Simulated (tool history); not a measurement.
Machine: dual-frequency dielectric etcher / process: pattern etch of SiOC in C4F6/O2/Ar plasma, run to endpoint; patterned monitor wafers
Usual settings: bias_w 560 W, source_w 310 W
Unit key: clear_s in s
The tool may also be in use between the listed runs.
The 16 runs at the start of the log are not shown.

run,hour,bias_w,source_w,wafers since the last listed run,hours since the last wet clean,hours since the last bias power generator calibration,hours since the last source power generator calibration,hours since the last upper electrode change,"incoming incoming film thickness, nm",clear_s
17,799.9,560,310,603,519.1,164.7,2468.6,399.6,35.74,11.8
# hour 876.5: wet clean of the chamber
18,877.0,560,310,707,0.5,241.8,2545.7,476.7,35.36,11.7
19,891.8,560,310,197,15.3,256.6,2560.5,491.5,35.57,11.7
20,941.6,600,340,663,65.1,306.4,2610.3,541.3,35.56,11.2
21,980.6,560,310,519,104.1,345.4,2649.3,580.3,35.83,11.7
22,1034.5,667,290,718,158.0,399.3,2703.2,634.2,35.51,11.3
23,1064.5,560,310,399,188.0,429.3,2733.2,664.2,35.56,11.7
24,1112.4,463,380,638,235.9,477.2,2781.1,712.1,35.55,11.7
25,1175.7,560,310,843,299.2,540.5,2844.4,775.4,35.73,11.7
# hour 1214.3: source power generator calibrated
26,1230.9,427,280,682,354.4,595.7,16.6,830.6,35.74,13.0
27,1277.5,560,230,620,401.0,642.3,63.2,877.2,35.68,12.6
28,1307.7,634,310,402,431.2,672.5,93.4,907.4,35.71,11.3
29,1360.1,617,370,698,483.6,724.9,145.8,959.8,35.18,10.7
30,1399.2,560,240,521,522.7,764.0,184.9,998.9,35.50,12.4
31,1447.7,616,340,646,571.2,812.5,233.4,1047.4,35.53,11.1
# hour 1488.1: wet clean of the chamber
32,1514.8,499,250,574,26.7,879.6,300.5,1114.5,35.85,12.8
33,1558.3,560,310,579,70.2,923.1,344.0,1158.0,35.57,11.6
34,1612.7,560,360,724,124.6,977.5,398.4,1212.4,35.37,11.1
35,1666.4,510,350,715,178.3,1031.2,452.1,1266.1,35.79,11.6
36,1712.0,560,310,607,223.9,1076.8,497.7,1311.7,35.62,11.7

What if the next run were any one of these 3? Each begins from the tool's condition after run 36:
A,1712.4,560,310,5,224.3,1077.2,498.1,1312.1,35.64,?
B,1712.4,653,250,5,224.3,1077.2,498.1,1312.1,35.64,?
C,1712.4,672,360,5,224.3,1077.2,498.1,1312.1,35.64,?

run,clear_s
A,11.6
B,11.7
C,10.6
With no hidden state in the tool, these same runs would have given:
run,clear_s
A,11.8
B,11.9
C,10.7
